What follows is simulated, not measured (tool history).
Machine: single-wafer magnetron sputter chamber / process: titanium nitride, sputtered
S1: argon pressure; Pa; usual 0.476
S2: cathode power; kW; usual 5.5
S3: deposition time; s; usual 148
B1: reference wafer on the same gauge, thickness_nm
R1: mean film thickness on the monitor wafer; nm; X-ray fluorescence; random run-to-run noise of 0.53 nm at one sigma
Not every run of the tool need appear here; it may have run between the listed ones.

run    hour     S1    S2   S3       B1       R1
  1       0  0.436   6.5  148  145.999  177.026
  2    57.1  0.436   6.5  148  146.012  174.245
  3   104.2  0.476   5.5  148  145.975  142.928
      120.5  -- sputter target and shields replaced
  4   136.1  0.476   5.5  140  146.022  140.439
  5   169.5  0.476  4.55  148  145.989  123.289
  6   232.2  0.476  4.55  148  146.158  122.678
  7   288.2  0.403   5.5  148  145.986  153.589
  8   314.8  0.403   5.5  148  145.998  153.033
  9   368.1  0.476   5.5  148  145.901  144.935
      388.6  -- gauge calibrated
      396.9  -- sputter target and shields replaced
 10   423.3  0.476   5.5  148  146.069  148.771
      498.3  -- capacitance manometer re-zeroed and calibrated
 11   498.8  0.476   5.5  148  145.929  149.417
        523  -- magnet pack replaced
 12   530.7   0.59   6.2  156  145.963  163.737
 13   566.9  0.476   6.2  118  146.014  132.092
 14   627.9  0.403   5.5  148  146.145  151.718
 15   690.6  0.361   5.5  174  145.934   180.63
 16   728.4  0.476   4.7  128  145.976  104.966
      746.4  -- sputter target and shields replaced
 17   775.7  0.321   6.4  175   145.99  224.306
 18   905.4  0.325   5.5  158  146.144  172.642
 19   937.5  0.436   6.5  148   145.98  177.273
 20   999.2  0.476   4.2  132  145.889   98.197
 21  1065.3  0.375   6.3  148  146.134  173.598

What if the next run were any one of these 3? Each begins from the tool's condition after run 21:
  A  1065.7  0.476  5.05  148   ?   ?
  B  1065.7  0.305   6.4  139   ?   ?
  C  1065.7  0.476  4.95  148   ?   ?

run       B1       R1
  A  145.999  130.081
  B  145.999  172.513
  C  145.999  127.505
Without the tool's hidden state the same runs would have given:
run       R1
  A  136.928
  B  181.593
  C  134.216

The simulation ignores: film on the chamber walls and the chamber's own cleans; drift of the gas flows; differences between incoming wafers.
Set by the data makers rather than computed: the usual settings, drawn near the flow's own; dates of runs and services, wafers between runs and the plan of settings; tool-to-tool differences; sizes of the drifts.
